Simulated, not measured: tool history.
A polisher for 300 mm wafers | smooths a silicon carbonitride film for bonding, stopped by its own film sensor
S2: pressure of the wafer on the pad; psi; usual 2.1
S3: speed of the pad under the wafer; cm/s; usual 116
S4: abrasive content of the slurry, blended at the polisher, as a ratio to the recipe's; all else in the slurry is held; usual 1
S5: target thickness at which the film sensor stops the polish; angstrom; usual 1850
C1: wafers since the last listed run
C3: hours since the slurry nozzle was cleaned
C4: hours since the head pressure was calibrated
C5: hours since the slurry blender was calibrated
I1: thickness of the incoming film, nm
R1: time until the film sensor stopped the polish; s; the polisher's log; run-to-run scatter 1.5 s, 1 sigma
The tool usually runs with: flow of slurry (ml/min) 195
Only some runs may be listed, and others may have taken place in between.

{"run": 1, "day": 0.0, "flow of slurry (ml/min)": 195, "S2": 2.1, "S3": 116, "S4": 1, "S5": 1850, "C1": 0, "wafers polished on this pad": 604, "C3": 132.9, "C4": 504.6, "C5": 36, "I1": 206.9, "R1": 66.5}
{"run": 2, "day": 2.788, "flow of slurry (ml/min)": 195, "S2": 1.8, "S3": 100, "S4": 1, "S5": 1850, "C1": 358, "wafers polished on this pad": 963, "C3": 199.8, "C4": 571.5, "C5": 102.9, "I1": 209.4, "R1": 92.3}
{"day": 7.562, "done": "worn pad replaced by a new one"}
{"run": 3, "day": 7.583, "flow of slurry (ml/min)": 195, "S2": 2.1, "S3": 116, "S4": 1, "S5": 1850, "C1": 595, "wafers polished on this pad": 2, "C3": 314.9, "C4": 686.6, "C5": 218, "I1": 210.7, "R1": 77.8}
{"run": 4, "day": 9.554, "flow of slurry (ml/min)": 195, "S2": 2.1, "S3": 116, "S4": 1, "S5": 1850, "C1": 253, "wafers polished on this pad": 256, "C3": 362.2, "C4": 733.9, "C5": 265.3, "I1": 211.2, "R1": 81.3}
{"day": 12.667, "done": "slurry blender recalibrated"}
{"run": 5, "day": 19.929, "flow of slurry (ml/min)": 195, "S2": 2.1, "S3": 116, "S4": 1, "S5": 1850, "C1": 1323, "wafers polished on this pad": 1579, "C3": 611.2, "C4": 982.9, "C5": 174.3, "I1": 212.5, "R1": 80.8}
{"day": 21.262, "done": "worn pad replaced by a new one"}
{"run": 6, "day": 21.854, "flow of slurry (ml/min)": 195, "S2": 2.1, "S3": 116, "S4": 1, "S5": 1850, "C1": 226, "wafers polished on this pad": 76, "C3": 657.4, "C4": 1029.1, "C5": 220.5, "I1": 208.9, "R1": 70.1}
{"day": 23.767, "done": "head pressure recalibrated"}
{"day": 25.954, "done": "slurry nozzle cleaned"}
{"run": 7, "day": 25.975, "flow of slurry (ml/min)": 195, "S2": 2.1, "S3": 116, "S4": 1, "S5": 1850, "C1": 513, "wafers polished on this pad": 590, "C3": 0.5, "C4": 53, "C5": 319.4, "I1": 209, "R1": 75.6}
{"run": 8, "day": 28.842, "flow of slurry (ml/min)": 195, "S2": 2.1, "S3": 116, "S4": 0.8, "S5": 1850, "C1": 368, "wafers polished on this pad": 958, "C3": 69.3, "C4": 121.8, "C5": 388.2, "I1": 213.1, "R1": 108.9}
{"day": 31.008, "done": "slurry blender recalibrated"}
{"run": 9, "day": 31.221, "flow of slurry (ml/min)": 195, "S2": 2.1, "S3": 116, "S4": 0.8, "S5": 1850, "C1": 295, "wafers polished on this pad": 1254, "C3": 126.4, "C4": 178.9, "C5": 5.1, "I1": 209.8, "R1": 95.7}
{"run": 10, "day": 32.817, "flow of slurry (ml/min)": 195, "S2": 2.1, "S3": 116, "S4": 1, "S5": 1850, "C1": 205, "wafers polished on this pad": 1459, "C3": 164.7, "C4": 217.2, "C5": 43.4, "I1": 206.1, "R1": 65}
{"day": 33.504, "done": "worn pad replaced by a new one"}
{"run": 11, "day": 35.742, "flow of slurry (ml/min)": 195, "S2": 2.1, "S3": 116, "S4": 1, "S5": 1850, "C1": 354, "wafers polished on this pad": 287, "C3": 234.9, "C4": 287.4, "C5": 113.6, "I1": 207.6, "R1": 68.3}
{"run": 12, "day": 38.567, "flow of slurry (ml/min)": 195, "S2": 2.1, "S3": 144, "S4": 1, "S5": 1850, "C1": 363, "wafers polished on this pad": 650, "C3": 302.7, "C4": 355.2, "C5": 181.4, "I1": 210.7, "R1": 66}
{"run": 13, "day": 42.638, "flow of slurry (ml/min)": 260, "S2": 2.1, "S3": 96, "S4": 1, "S5": 1850, "C1": 523, "wafers polished on this pad": 1174, "C3": 400.4, "C4": 452.9, "C5": 279.1, "I1": 209, "R1": 84.3}
{"day": 45.442, "done": "slurry blender recalibrated"}
{"run": 14, "day": 45.462, "flow of slurry (ml/min)": 195, "S2": 1.4, "S3": 104, "S4": 1, "S5": 1810, "C1": 352, "wafers polished on this pad": 1526, "C3": 468.2, "C4": 520.7, "C5": 0.5, "I1": 210.1, "R1": 128.4}
{"run": 15, "day": 47.025, "flow of slurry (ml/min)": 165, "S2": 2.7, "S3": 126, "S4": 1, "S5": 1820, "C1": 200, "wafers polished on this pad": 1727, "C3": 505.7, "C4": 558.2, "C5": 38, "I1": 212.2, "R1": 71.9}
{"day": 48.304, "done": "worn pad replaced by a new one"}
{"run": 16, "day": 50.804, "flow of slurry (ml/min)": 195, "S2": 2.1, "S3": 116, "S4": 1, "S5": 1850, "C1": 464, "wafers polished on this pad": 321, "C3": 596.4, "C4": 648.9, "C5": 128.7, "I1": 211.3, "R1": 79.8}
{"run": 17, "day": 52.525, "flow of slurry (ml/min)": 195, "S2": 2.8, "S3": 116, "S4": 0.9, "S5": 1850, "C1": 221, "wafers polished on this pad": 542, "C3": 637.7, "C4": 690.2, "C5": 170, "I1": 212.2, "R1": 73.1}
{"day": 55.592, "done": "slurry nozzle cleaned"}
{"run": 18, "day": 56.554, "flow of slurry (ml/min)": 195, "S2": 2.1, "S3": 116, "S4": 1, "S5": 1850, "C1": 512, "wafers polished on this pad": 1055, "C3": 23.1, "C4": 786.9, "C5": 266.7, "I1": 210.2, "R1": 75.4}
{"run": 19, "day": 58.762, "flow of slurry (ml/min)": 240, "S2": 2.1, "S3": 92, "S4": 1, "S5": 1800, "C1": 284, "wafers polished on this pad": 1339, "C3": 76.1, "C4": 839.9, "C5": 319.7, "I1": 212.5, "R1": 115.1}
{"day": 61.275, "done": "worn pad replaced by a new one"}
{"day": 63.004, "done": "slurry blender recalibrated"}
{"run": 20, "day": 64.471, "flow of slurry (ml/min)": 195, "S2": 2.1, "S3": 116, "S4": 1, "S5": 1850, "C1": 702, "wafers polished on this pad": 400, "C3": 213.1, "C4": 976.9, "C5": 35.2, "I1": 210.1, "R1": 74.1}

Expected results for the next run?
{"run": 21, "day": 67.421, "flow of slurry (ml/min)": 175, "S2": 2.1, "S3": 102, "S4": 1, "S5": 1850, "C1": 379, "wafers polished on this pad": 779, "C3": 283.9, "C4": 1047.7, "C5": 106, "I1": 209.4, "R1": "?"}

For run 21 the tool returned R1 81.4 s.
On a tool with no hidden condition, and with the same random variation, this run would have come out at R1 89 s.
